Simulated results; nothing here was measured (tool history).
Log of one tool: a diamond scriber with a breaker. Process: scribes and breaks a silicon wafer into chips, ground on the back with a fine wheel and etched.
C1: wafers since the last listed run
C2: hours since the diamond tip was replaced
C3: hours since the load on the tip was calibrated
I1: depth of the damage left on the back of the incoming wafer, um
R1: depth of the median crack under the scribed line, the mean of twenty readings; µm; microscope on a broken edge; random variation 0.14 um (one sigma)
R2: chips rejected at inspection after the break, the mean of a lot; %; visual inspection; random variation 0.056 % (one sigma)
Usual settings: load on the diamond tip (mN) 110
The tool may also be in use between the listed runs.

{"run": 1, "hour": 0.0, "load on the diamond tip (mN)": 110, "C1": 0, "C2": 305.2, "C3": 1110.8, "I1": 0.66, "R1": 6.57, "R2": 3.19}
{"run": 2, "hour": 79.8, "load on the diamond tip (mN)": 110, "C1": 171, "C2": 385.0, "C3": 1190.6, "I1": 0.66, "R1": 6.63, "R2": 3.98}
{"run": 3, "hour": 187.5, "load on the diamond tip (mN)": 101, "C1": 230, "C2": 492.7, "C3": 1298.3, "I1": 0.44, "R1": 6.12, "R2": 7.95}
{"run": 4, "hour": 268.8, "load on the diamond tip (mN)": 101, "C1": 174, "C2": 574.0, "C3": 1379.6, "I1": 0.44, "R1": 5.94, "R2": 6.63}
{"run": 5, "hour": 375.8, "load on the diamond tip (mN)": 101, "C1": 229, "C2": 681.0, "C3": 1486.6, "I1": 0.57, "R1": 6.1, "R2": 8.47}
{"hour": 381.4, "done": "diamond tip replaced by a new one"}
{"run": 6, "hour": 435.1, "load on the diamond tip (mN)": 110, "C1": 122, "C2": 53.7, "C3": 1545.9, "I1": 0.72, "R1": 7.08, "R2": 1.25}
{"run": 7, "hour": 535.1, "load on the diamond tip (mN)": 110, "C1": 214, "C2": 153.7, "C3": 1645.9, "I1": 0.77, "R1": 6.6, "R2": 2.3}
{"hour": 548.7, "done": "load on the tip recalibrated"}
{"run": 8, "hour": 604.4, "load on the diamond tip (mN)": 89, "C1": 144, "C2": 223.0, "C3": 55.7, "I1": 0.62, "R1": 5.91, "R2": 9.27}
{"run": 9, "hour": 654.0, "load on the diamond tip (mN)": 137, "C1": 106, "C2": 272.6, "C3": 105.3, "I1": 0.64, "R1": 7.3, "R2": 0.81}
{"run": 10, "hour": 704.7, "load on the diamond tip (mN)": 126, "C1": 108, "C2": 323.3, "C3": 156.0, "I1": 0.77, "R1": 7.1, "R2": 1.64}
{"run": 11, "hour": 897.5, "load on the diamond tip (mN)": 81, "C1": 413, "C2": 516.1, "C3": 348.8, "I1": 0.41, "R1": 5.49, "R2": 17.39}
{"run": 12, "hour": 961.3, "load on the diamond tip (mN)": 110, "C1": 136, "C2": 579.9, "C3": 412.6, "I1": 0.41, "R1": 6.53, "R2": 6.09}
{"hour": 1048.5, "done": "diamond tip replaced by a new one"}
{"run": 13, "hour": 1054.7, "load on the diamond tip (mN)": 88, "C1": 195, "C2": 6.2, "C3": 506.0, "I1": 0.65, "R1": 6.7, "R2": 3.79}
{"run": 14, "hour": 1132.4, "load on the diamond tip (mN)": 136, "C1": 166, "C2": 83.9, "C3": 583.7, "I1": 0.63, "R1": 7.83, "R2": 1.59}
{"run": 15, "hour": 1184.9, "load on the diamond tip (mN)": 110, "C1": 112, "C2": 136.4, "C3": 636.2, "I1": 0.56, "R1": 6.72, "R2": 2.03}
{"run": 16, "hour": 1287.0, "load on the diamond tip (mN)": 84, "C1": 218, "C2": 238.5, "C3": 738.3, "I1": 0.66, "R1": 5.76, "R2": 11.27}
{"run": 17, "hour": 1389.2, "load on the diamond tip (mN)": 134, "C1": 219, "C2": 340.7, "C3": 840.5, "I1": 0.74, "R1": 7.24, "R2": 0.93}

Forecast each of these 5 alternatives for the next run:
{"run": "A", "hour": 1389.8, "load on the diamond tip (mN)": 131, "C1": 1, "C2": 341.3, "C3": 841.1, "I1": 0.8, "R1": "?", "R2": "?"}
{"run": "B", "hour": 1389.8, "load on the diamond tip (mN)": 100, "C1": 1, "C2": 341.3, "C3": 841.1, "I1": 0.8, "R1": "?", "R2": "?"}
{"run": "C", "hour": 1389.8, "load on the diamond tip (mN)": 119, "C1": 1, "C2": 341.3, "C3": 841.1, "I1": 0.8, "R1": "?", "R2": "?"}
{"run": "D", "hour": 1389.8, "load on the diamond tip (mN)": 99, "C1": 1, "C2": 341.3, "C3": 841.1, "I1": 0.8, "R1": "?", "R2": "?"}
{"run": "E", "hour": 1389.8, "load on the diamond tip (mN)": 82, "C1": 1, "C2": 341.3, "C3": 841.1, "I1": 0.8, "R1": "?", "R2": "?"}

run=A R1=7.09 R2=1.17
run=B R1=6.21 R2=7.47
run=C R1=6.76 R2=2.54
run=D R1=6.18 R2=7.84
run=E R1=5.66 R2=15.89
Without the tool's hidden state the same runs would have given:
run=A R1=8.02 R2=2.65
run=B R1=7.02 R2=1.38
run=C R1=7.64 R2=1.22
run=D R1=6.98 R2=1.49
run=E R1=6.40 R2=5.34

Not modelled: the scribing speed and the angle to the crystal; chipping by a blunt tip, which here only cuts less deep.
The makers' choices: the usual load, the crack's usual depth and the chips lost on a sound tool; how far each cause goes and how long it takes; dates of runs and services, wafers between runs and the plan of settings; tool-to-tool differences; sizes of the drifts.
